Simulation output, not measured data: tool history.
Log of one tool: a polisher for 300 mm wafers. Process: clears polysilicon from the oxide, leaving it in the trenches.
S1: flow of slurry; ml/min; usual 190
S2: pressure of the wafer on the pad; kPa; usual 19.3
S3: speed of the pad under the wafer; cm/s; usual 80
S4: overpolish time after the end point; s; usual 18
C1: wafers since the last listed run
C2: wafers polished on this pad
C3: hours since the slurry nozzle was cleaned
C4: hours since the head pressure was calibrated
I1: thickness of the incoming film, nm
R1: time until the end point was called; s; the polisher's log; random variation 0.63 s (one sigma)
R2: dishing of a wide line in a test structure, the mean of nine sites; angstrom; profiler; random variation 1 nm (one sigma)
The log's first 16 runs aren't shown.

run     day   S1    S2   S3  S4   C1    C2     C3      C4     I1    R1   R2
 17  18.092  250  13.8   80  25  131   237   57.1  1071.2  449.5  55.0  700
 18  18.704  190  19.3   80  18   93   330   71.8  1085.9  449.0  40.7  701
 19  19.500  215  17.2   80  26  120   451   90.9  1105.0  454.6  47.8  726
 20  20.925  190  19.3   80  18  216   668  125.1  1139.2  454.8  44.0  683
 21  22.058  135  14.5   80  18  172   840  152.3  1166.4  447.4  61.5  634
     23.546  -- head pressure recalibrated
 22  23.567  190  19.3   60  12  216  1056  188.5     0.5  455.7  57.8  536
 23  24.479  190  19.3   80  18  138  1195  210.4    22.4  450.7  44.1  691
     24.612  -- slurry nozzle cleaned
     25.167  -- worn pad replaced by a new one
 24  25.188  190  19.3   80  18   75     3   13.8    39.4  449.0  37.4  736
 25  26.271  190  15.2   80  18  164   168   39.8    65.4  450.3  50.0  686
 26  27.700  135  14.5   94  27  217   385   74.1    99.7  446.3  47.4  733
 27  28.712  190  13.1   80  18  153   538   98.4   124.0  454.1  61.5  624
 28  29.412  190  17.2  100  10  106   645  115.2   140.8  450.9  37.0  613

The next listed run, before its measurement:
 29  30.325  190  19.3  80  18  138  783  137.1  162.7  448.0   ?   ?

R1: 42.2 s
R2: 690 angstrom
Without the tool's hidden state the same run would have given R1 36.9 s, R2 707 angstrom.
